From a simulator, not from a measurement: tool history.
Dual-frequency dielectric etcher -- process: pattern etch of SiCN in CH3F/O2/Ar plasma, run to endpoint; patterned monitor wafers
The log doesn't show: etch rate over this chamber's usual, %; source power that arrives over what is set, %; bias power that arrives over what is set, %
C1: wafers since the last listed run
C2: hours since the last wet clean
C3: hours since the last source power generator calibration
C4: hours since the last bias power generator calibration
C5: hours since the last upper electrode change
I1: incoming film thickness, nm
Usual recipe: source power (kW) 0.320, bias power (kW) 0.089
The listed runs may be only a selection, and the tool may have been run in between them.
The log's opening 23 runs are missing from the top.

{"run": 24, "hour": 417.8, "source power (kW)": 0.32, "bias power (kW)": 0.089, "C1": 151, "C2": 104.3, "C3": 167.5, "C4": 213.8, "C5": 10.1, "I1": 13.33, "endpoint time (s)": 33.3}
{"run": 25, "hour": 432.6, "source power (kW)": 0.32, "bias power (kW)": 0.089, "C1": 233, "C2": 119.1, "C3": 182.3, "C4": 228.6, "C5": 24.9, "I1": 13.28, "endpoint time (s)": 33.2}
{"run": 26, "hour": 444.0, "source power (kW)": 0.32, "bias power (kW)": 0.089, "C1": 179, "C2": 130.5, "C3": 193.7, "C4": 240.0, "C5": 36.3, "I1": 13.64, "endpoint time (s)": 34.2}
{"run": 27, "hour": 460.7, "source power (kW)": 0.38, "bias power (kW)": 0.089, "C1": 263, "C2": 147.2, "C3": 210.4, "C4": 256.7, "C5": 53.0, "I1": 13.43, "endpoint time (s)": 31.6}
{"run": 28, "hour": 473.0, "source power (kW)": 0.37, "bias power (kW)": 0.11, "C1": 194, "C2": 159.5, "C3": 222.7, "C4": 269.0, "C5": 65.3, "I1": 13.5, "endpoint time (s)": 28.9}
{"run": 29, "hour": 486.5, "source power (kW)": 0.32, "bias power (kW)": 0.071, "C1": 213, "C2": 173.0, "C3": 236.2, "C4": 282.5, "C5": 78.8, "I1": 13.42, "endpoint time (s)": 37.7}
{"run": 30, "hour": 510.2, "source power (kW)": 0.32, "bias power (kW)": 0.089, "C1": 374, "C2": 196.7, "C3": 259.9, "C4": 306.2, "C5": 102.5, "I1": 13.39, "endpoint time (s)": 33.4}
{"run": 31, "hour": 524.9, "source power (kW)": 0.39, "bias power (kW)": 0.067, "C1": 231, "C2": 211.4, "C3": 274.6, "C4": 320.9, "C5": 117.2, "I1": 13.39, "endpoint time (s)": 35.8}
{"run": 32, "hour": 531.7, "source power (kW)": 0.25, "bias power (kW)": 0.089, "C1": 107, "C2": 218.2, "C3": 281.4, "C4": 327.7, "C5": 124.0, "I1": 13.48, "endpoint time (s)": 36.6}
{"run": 33, "hour": 538.0, "source power (kW)": 0.32, "bias power (kW)": 0.098, "C1": 99, "C2": 224.5, "C3": 287.7, "C4": 334.0, "C5": 130.3, "I1": 13.5, "endpoint time (s)": 31.9}
{"run": 34, "hour": 547.4, "source power (kW)": 0.35, "bias power (kW)": 0.07, "C1": 148, "C2": 233.9, "C3": 297.1, "C4": 343.4, "C5": 139.7, "I1": 13.5, "endpoint time (s)": 36.8}

Consider 5 possible next runs. They are alternatives, not a sequence: every one starts from the tool as it was left by run 34. What does each give?
{"run": "A", "hour": 547.8, "source power (kW)": 0.32, "bias power (kW)": 0.106, "C1": 6, "C2": 234.3, "C3": 297.5, "C4": 343.8, "C5": 140.1, "I1": 13.52, "endpoint time (s)": "?"}
{"run": "B", "hour": 547.8, "source power (kW)": 0.38, "bias power (kW)": 0.1, "C1": 6, "C2": 234.3, "C3": 297.5, "C4": 343.8, "C5": 140.1, "I1": 13.52, "endpoint time (s)": "?"}
{"run": "C", "hour": 547.8, "source power (kW)": 0.38, "bias power (kW)": 0.097, "C1": 6, "C2": 234.3, "C3": 297.5, "C4": 343.8, "C5": 140.1, "I1": 13.52, "endpoint time (s)": "?"}
{"run": "D", "hour": 547.8, "source power (kW)": 0.32, "bias power (kW)": 0.07, "C1": 6, "C2": 234.3, "C3": 297.5, "C4": 343.8, "C5": 140.1, "I1": 13.52, "endpoint time (s)": "?"}
{"run": "E", "hour": 547.8, "source power (kW)": 0.32, "bias power (kW)": 0.072, "C1": 6, "C2": 234.3, "C3": 297.5, "C4": 343.8, "C5": 140.1, "I1": 13.52, "endpoint time (s)": "?"}

run=A endpoint_time_(s)=30.7
run=B endpoint_time_(s)=29.7
run=C endpoint_time_(s)=30.2
run=D endpoint_time_(s)=37.7
run=E endpoint_time_(s)=37.1
Without the tool's unlogged condition, the same runs would have read:
run=A endpoint_time_(s)=30.9
run=B endpoint_time_(s)=30.0
run=C endpoint_time_(s)=30.4
run=D endpoint_time_(s)=38.0
run=E endpoint_time_(s)=37.4
